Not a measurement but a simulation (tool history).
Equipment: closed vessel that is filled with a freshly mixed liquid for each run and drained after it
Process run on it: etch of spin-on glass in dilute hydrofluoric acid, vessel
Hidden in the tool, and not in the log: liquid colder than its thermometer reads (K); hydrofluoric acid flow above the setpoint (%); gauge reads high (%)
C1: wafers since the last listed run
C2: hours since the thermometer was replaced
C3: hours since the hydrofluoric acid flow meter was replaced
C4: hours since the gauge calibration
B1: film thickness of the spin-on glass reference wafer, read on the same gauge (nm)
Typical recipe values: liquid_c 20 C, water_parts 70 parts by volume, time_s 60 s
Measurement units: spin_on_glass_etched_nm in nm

Run 1, hour 0: usual settings but water_parts 80 parts by volume, time_s 40 s; C1 0; C2 1433.3; C3 184.7; C4 820; B1 82.16. Result: spin_on_glass_etched_nm 19.75 nm.
Run 2, hour 54.2: usual settings but water_parts 80 parts by volume, time_s 40 s; C1 5730; C2 1487.5; C3 238.9; C4 874.2; B1 82.48. Result: spin_on_glass_etched_nm 19.72 nm.
Run 3, hour 97.4: usual settings but water_parts 80 parts by volume, time_s 40 s; C1 4567; C2 1530.7; C3 282.1; C4 917.4; B1 82.71. Result: spin_on_glass_etched_nm 20.19 nm.
At hour 99.3: gauge calibrated.
Run 4, hour 166.1: usual settings but time_s 70 s; C1 7262; C2 1599.4; C3 350.8; C4 66.8; B1 79.77. Result: spin_on_glass_etched_nm 39.31 nm.
Run 5, hour 222: usual settings but time_s 70 s; C1 5909; C2 1655.3; C3 406.7; C4 122.7; B1 79.8. Result: spin_on_glass_etched_nm 39.04 nm.
Run 6, hour 258.7: usual settings but time_s 70 s; C1 3879; C2 1692; C3 443.4; C4 159.4; B1 79.83. Result: spin_on_glass_etched_nm 38.88 nm.
Run 7, hour 326.7: usual settings but water_parts 55 parts by volume; C1 7188; C2 1760; C3 511.4; C4 227.4; B1 79.9. Result: spin_on_glass_etched_nm 43.36 nm.
Run 8, hour 358.6: usual settings but water_parts 55 parts by volume; C1 3372; C2 1791.9; C3 543.3; C4 259.3; B1 79.95. Result: spin_on_glass_etched_nm 43.46 nm.
Run 9, hour 409.2: usual settings but water_parts 55 parts by volume; C1 5349; C2 1842.5; C3 593.9; C4 309.9; B1 80.07. Result: spin_on_glass_etched_nm 43.12 nm.
Run 10, hour 453.6: usual settings; C1 4693; C2 1886.9; C3 638.3; C4 354.3; B1 80.15. Result: spin_on_glass_etched_nm 33.72 nm.
Run 11, hour 481.9: usual settings but liquid_c 18.5 C; C1 2991; C2 1915.2; C3 666.6; C4 382.6; B1 80.21. Result: spin_on_glass_etched_nm 31.74 nm.
Run 12, hour 530.3: usual settings but liquid_c 18.5 C; C1 5116; C2 1963.6; C3 715; C4 431; B1 80.32. Result: spin_on_glass_etched_nm 32.4 nm.
Run 13, hour 601.7: usual settings but liquid_c 18.5 C; C1 7548; C2 2035; C3 786.4; C4 502.4; B1 80.51. Result: spin_on_glass_etched_nm 31.4 nm.
At hour 613.2: thermometer replaced.
Run 14, hour 645.5: usual settings; C1 4524; C2 32.3; C3 830.2; C4 546.2; B1 80.68. Result: spin_on_glass_etched_nm 34.23 nm.
Run 15, hour 689.5: usual settings; C1 4651; C2 76.3; C3 874.2; C4 590.2; B1 80.82. Result: spin_on_glass_etched_nm 33.77 nm.
Run 16, hour 715.6: usual settings; C1 2759; C2 102.4; C3 900.3; C4 616.3; B1 80.91. Result: spin_on_glass_etched_nm 34.65 nm.
Run 17, hour 760.3: usual settings but liquid_c 17.5 C, water_parts 40 parts by volume, time_s 30 s; C1 4725; C2 147.1; C3 945; C4 661; B1 81.09. Result: spin_on_glass_etched_nm 27.68 nm.
Run 18, hour 803.4: usual settings but liquid_c 17 C, water_parts 95 parts by volume, time_s 40 s; C1 4556; C2 190.2; C3 988.1; C4 704.1; B1 81.27. Result: spin_on_glass_etched_nm 14.31 nm.
Run 19, hour 827.6: usual settings but liquid_c 21.5 C, water_parts 40 parts by volume, time_s 70 s; C1 2558; C2 214.4; C3 1012.3; C4 728.3; B1 81.39. Result: spin_on_glass_etched_nm 77.06 nm.
Run 20, hour 877.6: usual settings but liquid_c 17 C; C1 5286; C2 264.4; C3 1062.3; C4 778.3; B1 81.59. Result: spin_on_glass_etched_nm 30.01 nm.
Run 21, hour 1079.2: usual settings but time_s 70 s; C1 21313; C2 466; C3 1263.9; C4 979.9; B1 82.72. Result: spin_on_glass_etched_nm 40.4 nm.
Run 22, hour 1116.1: usual settings but liquid_c 17 C, water_parts 90 parts by volume, time_s 80 s; C1 3901; C2 502.9; C3 1300.8; C4 1016.8; B1 82.92. Result: spin_on_glass_etched_nm 31.55 nm.
At hour 1172: gauge calibrated.
At hour 1203.3: hydrofluoric acid flow meter replaced.
Run 23, hour 1331: usual settings but time_s 30 s; C1 22613; C2 717.8; C3 127.7; C4 159; B1 79.64. Result: spin_on_glass_etched_nm 16.86 nm.
Run 24, hour 1394: usual settings but liquid_c 17 C, time_s 85 s; C1 6660; C2 780.8; C3 190.7; C4 222; B1 79.7. Result: spin_on_glass_etched_nm 41.89 nm.
Run 25, hour 1451.5: usual settings but liquid_c 18.5 C, time_s 75 s; C1 6078; C2 838.3; C3 248.2; C4 279.5; B1 79.79. Result: spin_on_glass_etched_nm 39.38 nm.
Run 26, hour 1516: usual settings but water_parts 95 parts by volume; C1 6818; C2 902.8; C3 312.7; C4 344; B1 79.94. Result: spin_on_glass_etched_nm 24.34 nm.
Run 27, hour 1543.5: usual settings but liquid_c 17 C, water_parts 100 parts by volume; C1 2907; C2 930.3; C3 340.2; C4 371.5; B1 79.98. Result: spin_on_glass_etched_nm 20.21 nm.

Here are 4 independent what-if runs from the current tool condition. What would each one return?
Run A, hour 1544.2: usual settings but water_parts 90 parts by volume; C1 74; C2 931; C3 340.9; C4 372.2; B1 ?. Result: spin_on_glass_etched_nm ?.
Run B, hour 1544.2: usual settings but time_s 40 s; C1 74; C2 931; C3 340.9; C4 372.2; B1 ?. Result: spin_on_glass_etched_nm ?.
Run C, hour 1544.2: usual settings but liquid_c 22.5 C, water_parts 100 parts by volume, time_s 30 s; C1 74; C2 931; C3 340.9; C4 372.2; B1 ?. Result: spin_on_glass_etched_nm ?.
Run D, hour 1544.2: usual settings but time_s 90 s; C1 74; C2 931; C3 340.9; C4 372.2; B1 ?. Result: spin_on_glass_etched_nm ?.

run     B1  spin_on_glass_etched_nm
  A  79.98                     25.8
  B  79.98                    22.63
  C  79.98                    12.71
  D  79.98                    50.92
Take away the tool's hidden state, keep each run's random variation, and the runs would have read:
run  spin_on_glass_etched_nm
  A                    25.81
  B                    22.64
  C                    12.71
  D                    50.93

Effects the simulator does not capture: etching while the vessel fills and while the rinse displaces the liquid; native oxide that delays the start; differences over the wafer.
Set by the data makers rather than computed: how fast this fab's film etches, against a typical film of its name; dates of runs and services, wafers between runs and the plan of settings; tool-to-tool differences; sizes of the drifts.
